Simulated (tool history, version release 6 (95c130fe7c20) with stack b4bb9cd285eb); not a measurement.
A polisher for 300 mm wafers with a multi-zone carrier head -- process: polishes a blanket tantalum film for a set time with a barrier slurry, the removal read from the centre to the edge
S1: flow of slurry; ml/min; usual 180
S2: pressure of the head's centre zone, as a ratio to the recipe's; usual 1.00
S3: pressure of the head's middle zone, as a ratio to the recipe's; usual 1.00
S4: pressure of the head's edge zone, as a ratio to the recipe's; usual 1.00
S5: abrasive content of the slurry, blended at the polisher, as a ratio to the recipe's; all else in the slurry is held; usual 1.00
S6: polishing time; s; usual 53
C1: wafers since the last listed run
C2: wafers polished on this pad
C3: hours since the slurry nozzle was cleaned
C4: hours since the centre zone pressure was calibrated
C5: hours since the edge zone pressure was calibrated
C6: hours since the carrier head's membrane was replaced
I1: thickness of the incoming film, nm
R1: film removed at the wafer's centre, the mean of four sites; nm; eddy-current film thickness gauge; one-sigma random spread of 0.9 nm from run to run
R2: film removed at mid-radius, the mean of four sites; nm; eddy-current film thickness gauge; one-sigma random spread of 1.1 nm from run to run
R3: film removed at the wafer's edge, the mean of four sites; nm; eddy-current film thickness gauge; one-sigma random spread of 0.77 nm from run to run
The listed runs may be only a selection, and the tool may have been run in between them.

run,day,S1,S2,S3,S4,S5,S6,C1,C2,C3,C4,C5,C6,I1,R1,R2,R3
1,0.000,180,1.00,1.00,1.00,1.00,53,0,827,117.8,358.1,1029.4,370.6,312.7,117.3,116.6,112.6
2,1.146,180,1.00,1.00,1.00,1.00,53,316,1144,145.3,385.6,1056.9,398.1,308.9,112.1,115.2,111.4
# day 2.104: edge zone pressure recalibrated
3,2.212,180,1.00,1.00,1.00,1.00,53,271,1416,170.9,411.2,2.6,423.7,307.4,111.8,113.5,109.3
4,2.788,150,1.00,1.00,1.09,1.00,53,158,1575,184.7,425.0,16.4,437.5,304.6,107.2,108.0,110.6
# day 3.146: slurry nozzle cleaned
5,3.675,150,1.00,1.00,1.09,1.00,53,233,1808,12.7,446.3,37.7,458.8,307.5,104.7,106.3,108.2
# day 4.183: worn pad replaced by a new one
6,5.171,150,1.00,1.00,1.09,1.00,53,367,273,48.6,482.2,73.6,494.7,310.3,114.8,113.3,117.3
7,6.388,180,1.00,1.00,1.09,1.00,53,336,609,77.8,511.4,102.8,523.9,308.2,116.9,114.3,116.7
8,6.962,180,0.90,1.00,0.96,1.00,53,158,768,91.6,525.2,116.6,537.7,308.5,103.9,115.8,112.0
9,7.692,180,1.00,1.00,0.93,1.25,53,201,969,109.1,542.7,134.1,555.2,307.3,120.4,122.4,115.6
10,8.308,180,1.00,1.00,1.00,1.25,53,170,1140,123.9,557.5,148.9,570.0,313.3,120.0,118.4,117.4
11,9.021,180,1.00,1.00,1.05,1.00,53,196,1337,141.0,574.6,166.0,587.1,308.9,112.5,112.6,112.8
12,10.217,115,1.00,1.11,1.00,0.85,53,330,1667,169.7,603.3,194.7,615.8,310.8,94.7,103.9,96.2
# day 10.700: carrier head's membrane replaced by a new one
# day 10.946: centre zone pressure recalibrated
13,10.967,180,1.00,1.04,0.92,1.30,68,126,1794,187.7,0.5,212.7,6.4,310.7,150.0,154.9,144.4
# day 11.650: worn pad replaced by a new one
14,12.242,240,1.00,1.00,1.00,1.00,37,306,163,218.3,31.1,243.3,37.0,309.7,85.9,85.0,83.1
# day 13.021: slurry nozzle cleaned
15,13.462,180,1.03,1.00,1.00,0.80,53,325,489,10.6,60.4,272.6,66.3,310.1,110.2,109.1,106.0
16,14.733,155,1.00,1.00,1.00,1.00,53,351,840,41.1,90.9,303.1,96.8,308.7,110.7,109.7,110.5
17,16.196,180,1.00,1.00,1.00,0.85,53,404,1244,76.2,126.0,338.2,131.9,312.2,105.4,106.6,104.5
18,16.871,180,1.00,1.00,1.00,1.00,53,186,1431,92.4,142.2,354.4,148.1,311.7,111.3,112.5,108.9
# day 17.408: worn pad replaced by a new one
19,18.200,180,1.00,1.00,1.00,1.00,47,321,218,124.3,174.1,386.3,180.0,305.1,104.8,105.0,103.1
20,19.400,150,1.00,1.00,1.09,1.00,53,331,550,153.1,202.9,415.1,208.8,313.2,111.5,114.4,114.3
# day 22.242: slurry nozzle cleaned
21,23.550,150,1.00,1.00,1.00,1.00,53,1135,1685,31.4,302.5,514.7,308.4,308.2,105.7,108.2,104.9
# day 24.588: worn pad replaced by a new one
22,24.850,180,1.00,1.00,1.00,1.00,53,313,72,62.6,333.7,545.9,339.6,308.9,119.3,119.1,116.5

Measured less the same run without the tool's hidden state. The same run-to-run variation is in both; the gauge's scatter may not be:
What the log doesn't record here: removal rate lost through wear of the pad, %; slurry flow missing at the pad, %; deviation of the centre zone's pressure from its setpoint, %; deviation of the edge zone's pressure from its setpoint, %.
run,R1,R2,R3
1,-4.6,-4.5,-4.3
2,-6.1,-6.2,-6.0
3,-7.7,-7.8,-7.6
4,-8.3,-8.3,-8.5
5,-9.5,-9.5,-9.7
6,-1.8,-1.7,-1.8
7,-3.7,-3.5,-3.7
8,-4.0,-4.5,-4.4
9,-5.8,-5.9,-5.6
10,-6.8,-6.8,-6.7
11,-7.5,-7.6,-7.5
12,-7.9,-8.7,-8.0
13,-14.3,-14.7,-13.7
14,-1.2,-1.1,-1.1
15,-3.2,-3.2,-3.1
16,-5.1,-5.0,-5.1
17,-7.0,-7.1,-6.9
18,-8.5,-8.5,-8.2
19,-1.4,-1.3,-1.3
20,-3.1,-3.2,-3.2
21,-9.1,-9.2,-9.0
22,-1.9,-1.9,-1.9

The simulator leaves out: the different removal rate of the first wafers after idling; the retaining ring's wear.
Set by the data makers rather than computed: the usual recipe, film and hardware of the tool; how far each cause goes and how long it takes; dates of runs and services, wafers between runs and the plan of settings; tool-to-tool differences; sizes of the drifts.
